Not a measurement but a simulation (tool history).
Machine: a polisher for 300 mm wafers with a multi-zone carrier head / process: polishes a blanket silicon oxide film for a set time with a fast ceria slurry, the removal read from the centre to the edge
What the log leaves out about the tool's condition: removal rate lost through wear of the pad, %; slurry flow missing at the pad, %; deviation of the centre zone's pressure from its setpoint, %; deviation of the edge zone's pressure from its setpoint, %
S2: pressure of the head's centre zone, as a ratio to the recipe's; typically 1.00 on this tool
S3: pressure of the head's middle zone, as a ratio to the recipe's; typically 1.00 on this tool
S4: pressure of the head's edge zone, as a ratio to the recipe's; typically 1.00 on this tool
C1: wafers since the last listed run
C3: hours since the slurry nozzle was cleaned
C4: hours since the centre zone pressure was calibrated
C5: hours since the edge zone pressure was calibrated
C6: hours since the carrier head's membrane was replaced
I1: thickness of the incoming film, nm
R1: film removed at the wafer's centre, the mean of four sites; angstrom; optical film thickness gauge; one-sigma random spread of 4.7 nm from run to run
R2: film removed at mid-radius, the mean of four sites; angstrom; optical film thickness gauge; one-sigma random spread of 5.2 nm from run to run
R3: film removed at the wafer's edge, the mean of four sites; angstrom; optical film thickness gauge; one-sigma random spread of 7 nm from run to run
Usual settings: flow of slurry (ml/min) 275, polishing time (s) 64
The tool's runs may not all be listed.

Run 1, hour 0.0: usual settings but polishing time (s) 53; C1 0; wafers polished on this pad 3083; C3 158.2; C4 922.0; C5 852.5; C6 307.4; I1 3356.0. Result: R1 6312 angstrom, R2 6366 angstrom, R3 6160 angstrom.
Run 2, hour 49.7: usual settings but S2 1.10, polishing time (s) 76; C1 473; wafers polished on this pad 3556; C3 207.9; C4 971.7; C5 902.2; C6 357.1; I1 3381.8. Result: R1 10002 angstrom, R2 9173 angstrom, R3 8963 angstrom.
At hour 96.5: worn pad replaced by a new one, of another model than before.
Run 3, hour 118.1: usual settings but S3 1.08; C1 613; wafers polished on this pad 206; C3 276.3; C4 1040.1; C5 970.6; C6 425.5; I1 3391.4. Result: R1 7461 angstrom, R2 8326 angstrom, R3 7441 angstrom.
Run 4, hour 166.1: usual settings; C1 457; wafers polished on this pad 663; C3 324.3; C4 1088.1; C5 1018.6; C6 473.5; I1 3352.9. Result: R1 7392 angstrom, R2 7652 angstrom, R3 7379 angstrom.
Run 5, hour 211.8: usual settings but S3 0.89; C1 435; wafers polished on this pad 1098; C3 370.0; C4 1133.8; C5 1064.3; C6 519.2; I1 3397.0. Result: R1 7386 angstrom, R2 6910 angstrom, R3 7487 angstrom.
Run 6, hour 280.4: usual settings but flow of slurry (ml/min) 305; C1 653; wafers polished on this pad 1752; C3 438.6; C4 1202.4; C5 1132.9; C6 587.8; I1 3403.0. Result: R1 7497 angstrom, R2 7677 angstrom, R3 7359 angstrom.
Run 7, hour 334.6: usual settings; C1 516; wafers polished on this pad 2268; C3 492.8; C4 1256.6; C5 1187.1; C6 642.0; I1 3350.4. Result: R1 7253 angstrom, R2 7503 angstrom, R3 7247 angstrom.
At hour 475.9: centre zone pressure recalibrated.
At hour 513.6: worn pad replaced by a new one.
Run 8, hour 520.8: usual settings but S4 0.96; C1 1716; wafers polished on this pad 68; C3 679.0; C4 44.9; C5 1373.3; C6 828.2; I1 3435.5. Result: R1 6494 angstrom, R2 6907 angstrom, R3 6607 angstrom.
At hour 534.4: slurry nozzle cleaned.
Run 9, hour 585.8: usual settings but flow of slurry (ml/min) 355, S3 0.91, polishing time (s) 56; C1 609; wafers polished on this pad 678; C3 51.4; C4 109.9; C5 1438.3; C6 893.2; I1 3389.8. Result: R1 6851 angstrom, R2 6633 angstrom, R3 6794 angstrom.
At hour 594.7: edge zone pressure recalibrated.
Run 10, hour 652.5: usual settings but S2 0.95, S3 1.06, S4 0.97; C1 616; wafers polished on this pad 1294; C3 118.1; C4 176.6; C5 57.8; C6 959.9; I1 3385.4. Result: R1 7131 angstrom, R2 8219 angstrom, R3 7342 angstrom.
Run 11, hour 690.1: usual settings but S2 1.07, S4 1.08; C1 358; wafers polished on this pad 1652; C3 155.7; C4 214.2; C5 95.4; C6 997.5; I1 3372.1. Result: R1 8073 angstrom, R2 7794 angstrom, R3 7964 angstrom.
At hour 735.0: carrier head's membrane replaced by a new one.
Run 12, hour 750.2: usual settings but S3 0.94; C1 524; wafers polished on this pad 2177; C3 215.8; C4 274.3; C5 155.5; C6 15.2; I1 3442.7. Result: R1 7457 angstrom, R2 7348 angstrom, R3 7501 angstrom.
Run 13, hour 803.1: usual settings but flow of slurry (ml/min) 215; C1 503; wafers polished on this pad 2681; C3 268.7; C4 327.2; C5 208.4; C6 68.1; I1 3445.1. Result: R1 6985 angstrom, R2 7281 angstrom, R3 7133 angstrom.
Run 14, hour 833.5: usual settings but flow of slurry (ml/min) 185, S3 1.06; C1 289; wafers polished on this pad 2971; C3 299.1; C4 357.6; C5 238.8; C6 98.5; I1 3379.4. Result: R1 6439 angstrom, R2 7200 angstrom, R3 6739 angstrom.
Run 15, hour 898.1: usual settings but flow of slurry (ml/min) 185; C1 615; wafers polished on this pad 3586; C3 363.7; C4 422.2; C5 303.4; C6 163.1; I1 3393.5. Result: R1 6307 angstrom, R2 6710 angstrom, R3 6772 angstrom.
Run 16, hour 934.6: usual settings; C1 347; wafers polished on this pad 3934; C3 400.2; C4 458.7; C5 339.9; C6 199.6; I1 3419.2. Result: R1 7348 angstrom, R2 7609 angstrom, R3 7520 angstrom.
Run 17, hour 966.1: usual settings but S3 1.09, S4 1.09; C1 300; wafers polished on this pad 4234; C3 431.7; C4 490.2; C5 371.4; C6 231.1; I1 3414.8. Result: R1 7373 angstrom, R2 8163 angstrom, R3 7602 angstrom.
At hour 978.7: worn pad replaced by a new one.
Run 18, hour 1037.3: usual settings but S2 0.96, S3 0.93; C1 640; wafers polished on this pad 558; C3 502.9; C4 561.4; C5 442.6; C6 302.3; I1 3433.8. Result: R1 6988 angstrom, R2 6961 angstrom, R3 7300 angstrom.
Run 19, hour 1069.9: usual settings but flow of slurry (ml/min) 195, S3 1.09, S4 1.09, polishing time (s) 46; C1 310; wafers polished on this pad 869; C3 535.5; C4 594.0; C5 475.2; C6 334.9; I1 3394.8. Result: R1 4373 angstrom, R2 5010 angstrom, R3 4947 angstrom.
At hour 1107.6: slurry nozzle cleaned.
Run 20, hour 1139.1: usual settings; C1 649; wafers polished on this pad 1518; C3 31.5; C4 663.2; C5 544.4; C6 404.1; I1 3378.8. Result: R1 7524 angstrom, R2 7867 angstrom, R3 7618 angstrom.
Run 21, hour 1165.6: usual settings but S2 1.11; C1 252; wafers polished on this pad 1771; C3 58.0; C4 689.7; C5 570.9; C6 430.6; I1 3402.8. Result: R1 8410 angstrom, R2 7811 angstrom, R3 7568 angstrom.

What does the tool deliver on the next run?
Run 22, hour 1196.4: usual settings; C1 293; wafers polished on this pad 2064; C3 88.8; C4 720.5; C5 601.7; C6 461.4; I1 3369.7. Result: R1 ?, R2 ?, R3 ?.

{"run 22": {"R1": 7486, "R2": 7726, "R3": 7411}}
Had the tool carried no hidden state, the very same run would have given R1 7533 angstrom, R2 7770 angstrom, R3 7443 angstrom.
